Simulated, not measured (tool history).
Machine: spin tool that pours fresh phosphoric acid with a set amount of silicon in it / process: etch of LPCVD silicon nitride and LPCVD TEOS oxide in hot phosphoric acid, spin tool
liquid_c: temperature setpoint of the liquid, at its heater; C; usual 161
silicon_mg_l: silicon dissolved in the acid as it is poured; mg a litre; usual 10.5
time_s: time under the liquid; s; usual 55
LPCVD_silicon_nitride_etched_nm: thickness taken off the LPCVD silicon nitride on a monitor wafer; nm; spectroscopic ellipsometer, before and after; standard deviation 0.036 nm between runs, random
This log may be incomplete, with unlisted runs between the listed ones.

| run | day | liquid_c | silicon_mg_l | time_s | wafers since the last listed run | hours since the thermometer was replaced | hours since the dissolved silicon flow meter was replaced | hours since the heated supply line was repaired | hours since the gauge calibration | read-back film thickness of the LPCVD silicon nitride reference wafer, read on the same gauge (nm) | LPCVD_silicon_nitride_etched_nm |
|---|---|---|---|---|---|---|---|---|---|---|---|
| 1 | 0 | 161 | 10.5 | 55 | 0 | 945.1 | 465.6 | 945.8 | 1334.7 | 110.009 | 4.855 |
| 2 | 3.808 | 161 | 10.5 | 55 | 821 | 1036.5 | 557 | 1037.2 | 1426.1 | 110.006 | 4.845 |
| 3 | 8.171 | 161 | 10.5 | 55 | 941 | 1141.2 | 661.7 | 1141.9 | 1530.8 | 110.006 | 4.749 |
| 4 | 10.475 | 161 | 10.5 | 55 | 497 | 1196.5 | 717 | 1197.2 | 1586.1 | 109.997 | 4.788 |
| 5 | 17.654 | 161 | 10.5 | 55 | 1549 | 1368.8 | 889.3 | 1369.5 | 1758.4 | 110.022 | 4.811 |
|  | 18.254 | gauge calibrated |
| 6 | 21.679 | 161 | 10.5 | 55 | 868 | 1465.4 | 985.9 | 1466.1 | 82.2 | 109.985 | 4.738 |
| 7 | 23.767 | 161 | 10.5 | 55 | 450 | 1515.5 | 1036 | 1516.2 | 132.3 | 109.977 | 4.739 |
| 8 | 27.767 | 161 | 10.5 | 45 | 863 | 1611.5 | 1132 | 1612.2 | 228.3 | 109.992 | 3.92 |
| 9 | 30.371 | 161 | 4 | 55 | 561 | 1674 | 1194.5 | 1674.7 | 290.8 | 110.015 | 4.76 |
|  | 31.483 | thermometer replaced |
| 10 | 34.404 | 161 | 10.5 | 55 | 861 | 70.1 | 1291.3 | 1771.5 | 387.6 | 109.984 | 4.739 |
| 11 | 37.725 | 161 | 10.5 | 55 | 716 | 149.8 | 1371 | 1851.2 | 467.3 | 109.97 | 4.723 |
|  | 40.471 | heated supply line repaired |
| 12 | 40.492 | 161 | 13 | 55 | 588 | 216.2 | 1437.4 | 0.5 | 533.7 | 110 | 4.921 |
| 13 | 43.988 | 162.5 | 14.5 | 45 | 754 | 300.1 | 1521.3 | 84.4 | 617.6 | 110.011 | 4.272 |
| 14 | 47.967 | 162.5 | 7.5 | 85 | 858 | 395.6 | 1616.8 | 179.9 | 713.1 | 109.968 | 8.013 |
| 15 | 52 | 161 | 10.5 | 55 | 870 | 492.4 | 1713.6 | 276.7 | 809.9 | 110.003 | 4.86 |
|  | 52.921 | dissolved silicon flow meter replaced |
| 16 | 53.654 | 162.5 | 7.5 | 85 | 347 | 532.1 | 17.6 | 316.4 | 849.6 | 110.005 | 7.976 |
| 17 | 56.4 | 160 | 13 | 75 | 592 | 598 | 83.5 | 382.3 | 915.5 | 110.026 | 6.356 |
| 18 | 59.525 | 164 | 10.5 | 55 | 674 | 673 | 158.5 | 457.3 | 990.5 | 110.033 | 5.336 |
| 19 | 63.667 | 161 | 15.5 | 55 | 893 | 772.4 | 257.9 | 556.7 | 1089.9 | 110.025 | 4.816 |
| 20 | 65.938 | 161 | 14 | 55 | 490 | 826.9 | 312.4 | 611.2 | 1144.4 | 109.971 | 4.818 |
| 21 | 67.633 | 163 | 4.5 | 30 | 365 | 867.6 | 353.1 | 651.9 | 1185.1 | 109.98 | 2.846 |
| 22 | 70.367 | 161 | 15 | 55 | 589 | 933.2 | 418.7 | 717.5 | 1250.7 | 109.962 | 4.823 |
| 23 | 72.462 | 161 | 10.5 | 55 | 452 | 983.5 | 469 | 767.8 | 1301 | 110.004 | 4.796 |

Pick out some run-to-run changes in LPCVD_silicon_nitride_etched_nm. Of each, how much would a tool without hidden state show as well, from the settings, what came in and chance, and how much is left for the hidden state and any gauge scatter not in both results compared?
Hidden state at play: liquid colder than its thermometer reads (K); dissolved silicon flow above the setpoint (%); temperature lost on the way to the wafer (K); gauge reads high (%).
Run 11 -> 12: silicon_mg_l 10.5 -> 13, heated supply line repaired. LPCVD_silicon_nitride_etched_nm +0.198 nm: hidden state +0.188, all else +0.01.
Run 13 -> 14: silicon_mg_l 14.5 -> 7.5, time_s 45 -> 85. LPCVD_silicon_nitride_etched_nm +3.741 nm: hidden state -0.042, all else +3.783.
Run 14 -> 15: liquid_c 162.5 -> 161, silicon_mg_l 7.5 -> 10.5, time_s 85 -> 55. LPCVD_silicon_nitride_etched_nm -3.153 nm: hidden state +0.016, all else -3.169.
Run 21 -> 22: liquid_c 163 -> 161, silicon_mg_l 4.5 -> 15, time_s 30 -> 55. LPCVD_silicon_nitride_etched_nm +1.977 nm: hidden state -0.048, all else +2.025.
